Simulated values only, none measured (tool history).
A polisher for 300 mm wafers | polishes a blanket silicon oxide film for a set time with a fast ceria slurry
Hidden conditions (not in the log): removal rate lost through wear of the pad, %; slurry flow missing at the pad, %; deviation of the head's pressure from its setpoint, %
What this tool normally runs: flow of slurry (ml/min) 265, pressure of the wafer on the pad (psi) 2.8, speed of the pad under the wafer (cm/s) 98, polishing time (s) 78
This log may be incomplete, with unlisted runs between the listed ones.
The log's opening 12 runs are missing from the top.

run    hour  flow of slurry (ml/min)  pressure of the wafer on the pad (psi)  speed of the pad under the wafer (cm/s)  polishing time (s)  wafers since the last listed run  wafers polished on this pad  hours since the slurry nozzle was cleaned  hours since the head pressure was calibrated  incoming thickness of the incoming film, nm  film removed (Å)
 13  1161.7                      265                                     2.8                                       98                  78                              1079                         1468                                      485.3                                         717.8                                       3775.8             12434
 14  1247.2                      265                                     2.8                                       98                  78                               939                         2407                                      570.8                                         803.3                                       3749.4             12663
       1305  -- head pressure recalibrated
 15  1348.2                      265                                     2.8                                       82                  78                              1087                         3495                                      671.8                                          43.2                                       3739.8              9549
 16  1428.3                      265                                     2.8                                      126                  88                               880                         4375                                      751.9                                         123.3                                       3754.2             16639
     1476.7  -- slurry nozzle cleaned
 17  1481.2                      265                                     2.8                                       98                  78                               570                         4946                                        4.5                                         176.2                                       3800.5             11318
 18  1564.5                      265                                     3.8                                      114                  78                               915                         5861                                       87.8                                         259.5                                       3752.7             17552
 19  1644.2                      215                                     1.9                                      126                  55                               875                         6737                                      167.5                                         339.2                                       3798.6              7579
 20  1699.6                      265                                     2.8                                       98                  78                               608                         7346                                      222.9                                         394.6                                       3683.6             11656
 21  1754.4                      265                                     2.8                                       98                  78                               602                         7948                                      277.7                                         449.4                                       3825.4             11516
     1828.4  -- worn pad replaced by a new one
 22  2011.2                      265                                     2.8                                       98                  91                              2777                         2008                                      534.5                                         706.2                                       3738.5             14410
       2058  -- head pressure recalibrated
 23  2077.8                      210                                     3.2                                       66                  89                               709                         2718                                      601.1                                          19.8                                       3732.7              9862
 24  2175.7                      265                                     2.8                                       98                  78                              1075                         3794                                        699                                         117.7                                         3749             11450
 25  2242.9                      265                                     1.9                                       66                  57                               738                         4532                                      766.2                                         184.9                                       3800.6              4141
     2249.7  -- slurry nozzle cleaned
 26  2337.6                      265                                     2.8                                       98                  61                              1029                         5562                                       87.9                                         279.6                                       3793.7              9299
 27  2420.6                      190                                     2.8                                       98                  70                               912                         6474                                      170.9                                         362.6                                       3821.1             10365
     2583.7  -- worn pad replaced by a new one
 28  2715.6                      205                                     2.3                                       98                  78                              3197                         1449                                      465.9                                         657.6                                       3729.6             10229
 29  2779.4                      320                                     1.9                                      128                  78                               701                         2150                                      529.7                                         721.4                                       3740.4             11787
     2796.1  -- head pressure recalibrated
 30  2876.1                      265                                     2.5                                       98                  55                              1040                         3191                                      626.4                                            80                                       3776.1              7185
 31  2951.3                      265                                     2.8                                      110                  78                               826                         4017                                      701.6                                         155.2                                       3688.8             12787
 32  3014.1                      265                                     2.8                                       98                  64                               690                         4707                                      764.4                                           218                                       3733.9              9281
 33  3066.5                      265                                     2.8                                       98                  78                               575                         5283                                      816.8                                         270.4                                       3753.7             11316
     3113.1  -- slurry nozzle cleaned
 34    3338                      175                                     2.8                                       98                  78                              2972                         8255                                      224.9                                         541.9                                       3718.7             11504
     3352.3  -- worn pad replaced by a new one
 35  3405.9                      265                                     3.6                                       80                  90                               702                          588                                      292.8                                         609.8                                         3768             13972

5 options for the next run, each taken on its own from the tool as it stands now. Forecast them:
  A  3406.4                      335                                     2.8                                       98                  78                                 5                          594                                      293.3                                         610.3                                       3725.8                 ?
  B  3406.4                      230                                     2.8                                       98                  78                                 5                          594                                      293.3                                         610.3                                       3725.8                 ?
  C  3406.4                      315                                     2.8                                       98                  78                                 5                          594                                      293.3                                         610.3                                       3725.8                 ?
  D  3406.4                      265                                     2.8                                       98                  68                                 5                          594                                      293.3                                         610.3                                       3725.8                 ?
  E  3406.4                      265                                     2.8                                      126                  78                                 5                          594                                      293.3                                         610.3                                       3725.8                 ?

run  film removed (Å)
  A             11981
  B             11669
  C             11933
  D             10279
  E             15160
The same runs, with their run-to-run variation unchanged, on a tool lacking any hidden condition would have given:
run  film removed (Å)
  A             11676
  B             11372
  C             11629
  D             10018
  E             14774
